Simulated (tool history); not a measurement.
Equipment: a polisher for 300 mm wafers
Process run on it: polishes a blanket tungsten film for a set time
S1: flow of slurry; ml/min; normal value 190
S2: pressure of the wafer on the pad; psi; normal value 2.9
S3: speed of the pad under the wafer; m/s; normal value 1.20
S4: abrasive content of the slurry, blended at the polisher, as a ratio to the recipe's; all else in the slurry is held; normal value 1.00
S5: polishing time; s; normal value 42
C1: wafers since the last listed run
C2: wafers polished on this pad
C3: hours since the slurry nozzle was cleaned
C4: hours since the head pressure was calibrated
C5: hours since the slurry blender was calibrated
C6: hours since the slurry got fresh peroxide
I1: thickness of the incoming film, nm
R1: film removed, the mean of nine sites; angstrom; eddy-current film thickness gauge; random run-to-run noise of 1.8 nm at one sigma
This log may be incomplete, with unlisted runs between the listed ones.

run,hour,S1,S2,S3,S4,S5,C1,C2,C3,C4,C5,C6,I1,R1
1,0.0,190,2.9,1.20,1.00,42,0,367,647.9,401.0,466.6,109.1,609.9,1854
# hour 5.6: slurry nozzle cleaned
2,48.1,190,3.2,1.20,1.00,42,728,1096,42.5,449.1,514.7,157.2,604.6,2040
3,85.4,190,3.2,1.20,1.00,42,577,1673,79.8,486.4,552.0,194.5,603.8,2024
# hour 125.0: slurry blender recalibrated
4,132.4,190,3.2,1.20,1.00,42,696,2369,126.8,533.4,7.4,241.5,600.1,2049
5,212.4,250,2.9,1.20,1.10,52,1237,3607,206.8,613.4,87.4,321.5,594.3,2409
# hour 260.0: head pressure recalibrated
6,279.8,190,2.9,1.20,1.00,53,1011,4619,274.2,19.8,154.8,388.9,597.2,2280
7,351.8,190,2.9,1.20,1.00,42,1113,5732,346.2,91.8,226.8,460.9,608.7,1810
8,447.2,130,2.9,1.38,1.00,56,1475,7208,441.6,187.2,322.2,556.3,599.9,2560
9,526.4,125,2.9,1.44,1.00,42,1225,8434,520.8,266.4,401.4,635.5,598.2,1926
# hour 552.9: slurry tank refilled with fresh slurry and peroxide
# hour 568.5: worn pad replaced by a new one
10,583.4,145,3.6,1.20,0.90,42,804,229,577.8,323.4,458.4,30.5,603.0,2077
11,639.8,190,2.9,1.20,1.00,42,872,1102,634.2,379.8,514.8,86.9,602.3,1834
12,685.5,190,2.9,1.20,1.25,42,707,1809,679.9,425.5,560.5,132.6,602.5,1938
# hour 715.1: slurry nozzle cleaned
13,752.4,190,2.9,1.62,1.25,30,1019,2828,37.3,492.4,627.4,199.5,594.1,1895
# hour 783.3: slurry blender recalibrated
14,791.0,145,2.9,1.54,0.80,31,566,3395,75.9,531.0,7.7,238.1,599.4,1525
# hour 893.3: head pressure recalibrated
15,893.8,190,2.9,1.34,1.00,37,1559,4954,178.7,0.5,110.5,340.9,594.9,1747
16,955.1,190,2.9,1.06,1.00,42,948,5902,240.0,61.8,171.8,402.2,606.5,1535
17,1012.4,190,3.4,1.20,1.00,42,886,6789,297.3,119.1,229.1,459.5,596.6,2047
18,1075.1,165,2.6,1.20,1.00,42,970,7759,360.0,181.8,291.8,522.2,600.4,1538
# hour 1092.5: slurry tank refilled with fresh slurry and peroxide
# hour 1148.8: worn pad replaced by a new one
19,1178.4,190,3.7,1.50,1.00,42,1520,457,463.3,285.1,395.1,85.9,599.3,2945
20,1261.5,155,2.9,1.60,1.00,42,1285,1743,546.4,368.2,478.2,169.0,589.8,2344
# hour 1329.6: slurry blender recalibrated
21,1364.7,165,2.5,1.40,1.00,55,1565,3308,649.6,471.4,35.1,272.2,589.3,2319
22,1467.3,190,2.9,1.06,1.00,42,1587,4896,752.2,574.0,137.7,374.8,590.9,1587
# hour 1518.0: head pressure recalibrated
23,1524.6,190,2.9,1.20,1.00,42,855,5751,809.5,6.6,195.0,432.1,592.7,1807
# hour 1541.3: slurry nozzle cleaned
24,1616.9,190,2.9,0.86,0.85,31,1412,7164,75.6,98.9,287.3,524.4,596.8,873
25,1711.6,190,2.3,0.88,0.85,47,1465,8629,170.3,193.6,382.0,619.1,598.2,1049

Branching from run 25: 5 alternative next runs. What would each branch give?
A,1712.0,190,2.9,1.20,1.00,42,6,8635,170.7,194.0,382.4,619.5,597.8,?
B,1712.0,190,2.9,0.78,0.85,42,6,8635,170.7,194.0,382.4,619.5,597.8,?
C,1712.0,190,3.3,1.30,1.00,42,6,8635,170.7,194.0,382.4,619.5,597.8,?
D,1712.0,190,2.1,1.20,0.80,37,6,8635,170.7,194.0,382.4,619.5,597.8,?
E,1712.0,230,3.9,1.20,1.15,48,6,8635,170.7,194.0,382.4,619.5,597.8,?

run,R1
A,1739
B,1070
C,2144
D,1028
E,2870
With the hidden condition removed and each run's random variation left untouched, the same runs would have given:
run,R1
A,1854
B,1141
C,2286
D,1096
E,3060

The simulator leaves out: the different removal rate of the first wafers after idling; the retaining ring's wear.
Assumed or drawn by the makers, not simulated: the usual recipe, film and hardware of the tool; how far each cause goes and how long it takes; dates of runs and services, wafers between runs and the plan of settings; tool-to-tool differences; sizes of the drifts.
